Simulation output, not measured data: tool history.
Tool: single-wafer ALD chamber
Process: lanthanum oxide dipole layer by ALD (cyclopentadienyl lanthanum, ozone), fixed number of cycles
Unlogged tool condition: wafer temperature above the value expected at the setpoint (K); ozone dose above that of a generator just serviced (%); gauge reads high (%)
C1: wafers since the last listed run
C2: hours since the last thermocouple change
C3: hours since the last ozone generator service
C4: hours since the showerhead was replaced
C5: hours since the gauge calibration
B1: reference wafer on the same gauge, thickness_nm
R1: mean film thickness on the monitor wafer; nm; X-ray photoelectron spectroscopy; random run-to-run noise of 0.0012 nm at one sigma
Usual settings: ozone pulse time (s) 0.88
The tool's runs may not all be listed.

run 1 hour=0.0 | ozone_pulse_time_(s)=0.88 | C1=0 C2=2318.7 C3=475.3 C4=6546.0 C5=304.4 | B1=0.46 | R1=0.454
run 2 hour=13.8 | ozone_pulse_time_(s)=0.88 | C1=244 C2=2332.5 C3=489.1 C4=6559.8 C5=318.2 | B1=0.46 | R1=0.456
run 3 hour=33.3 | ozone_pulse_time_(s)=0.88 | C1=345 C2=2352.0 C3=508.6 C4=6579.3 C5=337.7 | B1=0.46 | R1=0.455
run 4 hour=116.9 | ozone_pulse_time_(s)=0.88 | C1=1481 C2=2435.6 C3=592.2 C4=6662.9 C5=421.3 | B1=0.46 | R1=0.455
run 5 hour=140.6 | ozone_pulse_time_(s)=0.88 | C1=420 C2=2459.3 C3=615.9 C4=6686.6 C5=445.0 | B1=0.46 | R1=0.454
-- hour=222.8 ozone generator serviced
run 6 hour=231.5 | ozone_pulse_time_(s)=0.88 | C1=1469 C2=2550.2 C3=8.7 C4=6777.5 C5=535.9 | B1=0.46 | R1=0.465
-- hour=257.8 gauge calibrated
run 7 hour=259.3 | ozone_pulse_time_(s)=0.88 | C1=492 C2=2578.0 C3=36.5 C4=6805.3 C5=1.5 | B1=0.46 | R1=0.466
-- hour=271.7 thermocouple changed; heater temperature recalibrated
-- hour=293.2 showerhead replaced
run 8 hour=293.7 | ozone_pulse_time_(s)=0.61 | C1=326 C2=22.0 C3=70.9 C4=0.5 C5=35.9 | B1=0.46 | R1=0.415
run 9 hour=314.0 | ozone_pulse_time_(s)=0.61 | C1=359 C2=42.3 C3=91.2 C4=20.8 C5=56.2 | B1=0.46 | R1=0.414
run 10 hour=327.1 | ozone_pulse_time_(s)=0.61 | C1=232 C2=55.4 C3=104.3 C4=33.9 C5=69.3 | B1=0.46 | R1=0.412
run 11 hour=355.8 | ozone_pulse_time_(s)=0.88 | C1=508 C2=84.1 C3=133.0 C4=62.6 C5=98.0 | B1=0.46 | R1=0.462
run 12 hour=390.2 | ozone_pulse_time_(s)=1.14 | C1=609 C2=118.5 C3=167.4 C4=97.0 C5=132.4 | B1=0.46 | R1=0.493
run 13 hour=404.4 | ozone_pulse_time_(s)=1.12 | C1=251 C2=132.7 C3=181.6 C4=111.2 C5=146.6 | B1=0.46 | R1=0.489
run 14 hour=422.5 | ozone_pulse_time_(s)=0.69 | C1=320 C2=150.8 C3=199.7 C4=129.3 C5=164.7 | B1=0.46 | R1=0.428
run 15 hour=449.2 | ozone_pulse_time_(s)=0.58 | C1=473 C2=177.5 C3=226.4 C4=156.0 C5=191.4 | B1=0.46 | R1=0.402
run 16 hour=483.2 | ozone_pulse_time_(s)=0.88 | C1=602 C2=211.5 C3=260.4 C4=190.0 C5=225.4 | B1=0.46 | R1=0.458
run 17 hour=501.1 | ozone_pulse_time_(s)=0.67 | C1=317 C2=229.4 C3=278.3 C4=207.9 C5=243.3 | B1=0.46 | R1=0.422
run 18 hour=517.5 | ozone_pulse_time_(s)=0.88 | C1=290 C2=245.8 C3=294.7 C4=224.3 C5=259.7 | B1=0.46 | R1=0.456
run 19 hour=546.0 | ozone_pulse_time_(s)=1.05 | C1=505 C2=274.3 C3=323.2 C4=252.8 C5=288.2 | B1=0.46 | R1=0.479
run 20 hour=577.4 | ozone_pulse_time_(s)=0.88 | C1=556 C2=305.7 C3=354.6 C4=284.2 C5=319.6 | B1=0.46 | R1=0.456
run 21 hour=597.9 | ozone_pulse_time_(s)=1.04 | C1=363 C2=326.2 C3=375.1 C4=304.7 C5=340.1 | B1=0.46 | R1=0.479
run 22 hour=618.5 | ozone_pulse_time_(s)=1.01 | C1=365 C2=346.8 C3=395.7 C4=325.3 C5=360.7 | B1=0.46 | R1=0.475
run 23 hour=640.6 | ozone_pulse_time_(s)=0.88 | C1=391 C2=368.9 C3=417.8 C4=347.4 C5=382.8 | B1=0.46 | R1=0.456

Predict each of these 3 candidate next runs independently; none follows another, all start after run 23:
run A hour=641.0 | ozone_pulse_time_(s)=0.78 | C1=7 C2=369.3 C3=418.2 C4=347.8 C5=383.2 | B1=? | R1=?
run B hour=641.0 | ozone_pulse_time_(s)=1.02 | C1=7 C2=369.3 C3=418.2 C4=347.8 C5=383.2 | B1=? | R1=?
run C hour=641.0 | ozone_pulse_time_(s)=0.98 | C1=7 C2=369.3 C3=418.2 C4=347.8 C5=383.2 | B1=? | R1=?

run=A B1=0.46 R1=0.441
run=B B1=0.46 R1=0.477
run=C B1=0.46 R1=0.472
What these runs would have given with no unlogged condition in the tool:
run=A R1=0.454
run=B R1=0.488
run=C R1=0.483
